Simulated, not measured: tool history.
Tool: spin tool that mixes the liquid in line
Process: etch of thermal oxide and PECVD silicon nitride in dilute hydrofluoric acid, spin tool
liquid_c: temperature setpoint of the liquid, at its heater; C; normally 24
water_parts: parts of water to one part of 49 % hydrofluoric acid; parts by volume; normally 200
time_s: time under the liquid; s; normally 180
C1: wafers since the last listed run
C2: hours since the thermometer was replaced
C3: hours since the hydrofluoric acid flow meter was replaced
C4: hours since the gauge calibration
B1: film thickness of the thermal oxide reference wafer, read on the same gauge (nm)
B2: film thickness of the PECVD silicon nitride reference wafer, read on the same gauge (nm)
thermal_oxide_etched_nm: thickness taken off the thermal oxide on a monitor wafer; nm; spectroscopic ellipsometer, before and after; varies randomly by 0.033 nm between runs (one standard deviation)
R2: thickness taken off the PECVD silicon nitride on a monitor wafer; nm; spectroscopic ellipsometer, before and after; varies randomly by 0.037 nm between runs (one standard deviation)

Run 1, hour 0: usual settings but liquid_c 26 C, time_s 130 s; C1 0; C2 745.9; C3 489.9; C4 1229.8; B1 29.988; B2 50.008. Result: thermal_oxide_etched_nm 2.811 nm, R2 1.313 nm.
At hour 102.7: hydrofluoric acid flow meter replaced.
Run 2, hour 104.6: usual settings; C1 623; C2 850.5; C3 1.9; C4 1334.4; B1 29.972; B2 50.001. Result: thermal_oxide_etched_nm 3.644 nm, R2 1.655 nm.
Run 3, hour 171.9: usual settings; C1 404; C2 917.8; C3 69.2; C4 1401.7; B1 30.027; B2 49.989. Result: thermal_oxide_etched_nm 3.598 nm, R2 1.675 nm.
Run 4, hour 209.5: usual settings; C1 226; C2 955.4; C3 106.8; C4 1439.3; B1 30.004; B2 50.009. Result: thermal_oxide_etched_nm 3.722 nm, R2 1.708 nm.
Run 5, hour 254.8: usual settings; C1 272; C2 1000.7; C3 152.1; C4 1484.6; B1 29.981; B2 49.988. Result: thermal_oxide_etched_nm 3.634 nm, R2 1.696 nm.
Run 6, hour 322.5: usual settings; C1 407; C2 1068.4; C3 219.8; C4 1552.3; B1 29.997; B2 50.016. Result: thermal_oxide_etched_nm 3.648 nm, R2 1.673 nm.
Run 7, hour 375.8: usual settings but liquid_c 27.5 C, water_parts 135 parts by volume, time_s 225 s; C1 320; C2 1121.7; C3 273.1; C4 1605.6; B1 29.989; B2 49.974. Result: thermal_oxide_etched_nm 8.354 nm, R2 3.842 nm.
Run 8, hour 428.9: usual settings; C1 319; C2 1174.8; C3 326.2; C4 1658.7; B1 29.995; B2 49.981. Result: thermal_oxide_etched_nm 3.711 nm, R2 1.678 nm.
Run 9, hour 466.4: usual settings but water_parts 140 parts by volume, time_s 75 s; C1 225; C2 1212.3; C3 363.7; C4 1696.2; B1 30.02; B2 49.981. Result: thermal_oxide_etched_nm 2.39 nm, R2 0.996 nm.
Run 10, hour 520.7: usual settings but liquid_c 27.5 C, water_parts 135 parts by volume, time_s 225 s; C1 326; C2 1266.6; C3 418; C4 1750.5; B1 30.014; B2 50.018. Result: thermal_oxide_etched_nm 8.489 nm, R2 3.969 nm.
At hour 604.9: thermometer replaced.
Run 11, hour 626.5: usual settings but water_parts 120 parts by volume; C1 630; C2 21.6; C3 523.8; C4 1856.3; B1 29.996; B2 50.037. Result: thermal_oxide_etched_nm 6.261 nm, R2 2.453 nm.
Run 12, hour 668.4: usual settings but water_parts 145 parts by volume; C1 252; C2 63.5; C3 565.7; C4 1898.2; B1 29.978; B2 49.978. Result: thermal_oxide_etched_nm 4.925 nm, R2 2.108 nm.
Run 13, hour 717.1: usual settings but liquid_c 21 C; C1 292; C2 112.2; C3 614.4; C4 1946.9; B1 29.975; B2 49.966. Result: thermal_oxide_etched_nm 3.074 nm, R2 1.275 nm.
At hour 731.7: hydrofluoric acid flow meter replaced.
Run 14, hour 806.2: usual settings; C1 529; C2 201.3; C3 74.5; C4 2036; B1 30.035; B2 50.041. Result: thermal_oxide_etched_nm 3.464 nm, R2 1.563 nm.
At hour 827: gauge calibrated.
Run 15, hour 1121.4: usual settings; C1 1896; C2 516.5; C3 389.7; C4 294.4; B1 30.019; B2 49.994. Result: thermal_oxide_etched_nm 3.515 nm, R2 1.538 nm.
Run 16, hour 1207: usual settings but water_parts 120 parts by volume, time_s 110 s; C1 514; C2 602.1; C3 475.3; C4 380; B1 29.992; B2 50.024. Result: thermal_oxide_etched_nm 4.068 nm, R2 1.651 nm.
Run 17, hour 1272.1: usual settings but liquid_c 21 C, water_parts 175 parts by volume; C1 391; C2 667.2; C3 540.4; C4 445.1; B1 29.955; B2 50.022. Result: thermal_oxide_etched_nm 3.783 nm, R2 1.501 nm.
At hour 1342.7: hydrofluoric acid flow meter replaced.
Run 18, hour 1360.5: usual settings but water_parts 145 parts by volume; C1 525; C2 755.6; C3 17.8; C4 533.5; B1 30.003; B2 50.006. Result: thermal_oxide_etched_nm 5.238 nm, R2 2.234 nm.
Run 19, hour 1419.5: usual settings but liquid_c 29 C, time_s 115 s; C1 354; C2 814.6; C3 76.8; C4 592.5; B1 30.059; B2 50.016. Result: thermal_oxide_etched_nm 2.734 nm, R2 1.421 nm.
Run 20, hour 1480.5: usual settings; C1 366; C2 875.6; C3 137.8; C4 653.5; B1 29.999; B2 49.972. Result: thermal_oxide_etched_nm 3.61 nm, R2 1.673 nm.
Run 21, hour 1581.9: usual settings but liquid_c 25.5 C, time_s 110 s; C1 609; C2 977; C3 239.2; C4 754.9; B1 30.044; B2 49.99. Result: thermal_oxide_etched_nm 2.337 nm, R2 1.098 nm.
Run 22, hour 1633.2: usual settings but liquid_c 29 C, water_parts 295 parts by volume, time_s 255 s; C1 308; C2 1028.3; C3 290.5; C4 806.2; B1 30.001; B2 50.015. Result: thermal_oxide_etched_nm 3.734 nm, R2 2.246 nm.
Run 23, hour 1692.8: usual settings but liquid_c 28.5 C, time_s 95 s; C1 358; C2 1087.9; C3 350.1; C4 865.8; B1 29.997; B2 49.979. Result: thermal_oxide_etched_nm 2.292 nm, R2 1.157 nm.
Run 24, hour 1797.1: usual settings but liquid_c 28 C, water_parts 130 parts by volume, time_s 220 s; C1 627; C2 1192.2; C3 454.4; C4 970.1; B1 29.98; B2 50.031. Result: thermal_oxide_etched_nm 8.71 nm, R2 4.149 nm.

Each row is a separate what-if for the run after 24, all from the same tool condition, not one after another. Results?
Run A, hour 1797.6: usual settings; C1 3; C2 1192.7; C3 454.9; C4 970.6; B1 ?; B2 ?. Result: thermal_oxide_etched_nm ?, R2 ?.
Run B, hour 1797.6: usual settings but liquid_c 25.5 C, water_parts 115 parts by volume, time_s 130 s; C1 3; C2 1192.7; C3 454.9; C4 970.6; B1 ?; B2 ?. Result: thermal_oxide_etched_nm ?, R2 ?.
Run C, hour 1797.6: usual settings but liquid_c 29 C, water_parts 270 parts by volume, time_s 260 s; C1 3; C2 1192.7; C3 454.9; C4 970.6; B1 ?; B2 ?. Result: thermal_oxide_etched_nm ?, R2 ?.
Run D, hour 1797.6: usual settings but liquid_c 27.5 C, water_parts 290 parts by volume, time_s 230 s; C1 3; C2 1192.7; C3 454.9; C4 970.6; B1 ?; B2 ?. Result: thermal_oxide_etched_nm ?, R2 ?.
Run E, hour 1797.6: usual settings but liquid_c 26 C, time_s 140 s; C1 3; C2 1192.7; C3 454.9; C4 970.6; B1 ?; B2 ?. Result: thermal_oxide_etched_nm ?, R2 ?.

run      B1      B2  thermal_oxide_etched_nm     R2
  A  30.032  49.991                    3.681  1.706
  B  30.032  49.991                     5.42  2.356
  C  30.032  49.991                    4.309  2.445
  D  30.032  49.991                    3.305  1.843
  E  30.032  49.991                    3.074    1.5
Without the tool's hidden state the same runs would have given:
run  thermal_oxide_etched_nm     R2
  A                    3.369  1.465
  B                    4.939  2.017
  C                    3.979  2.124
  D                    3.051    1.6
  E                    2.819  1.292
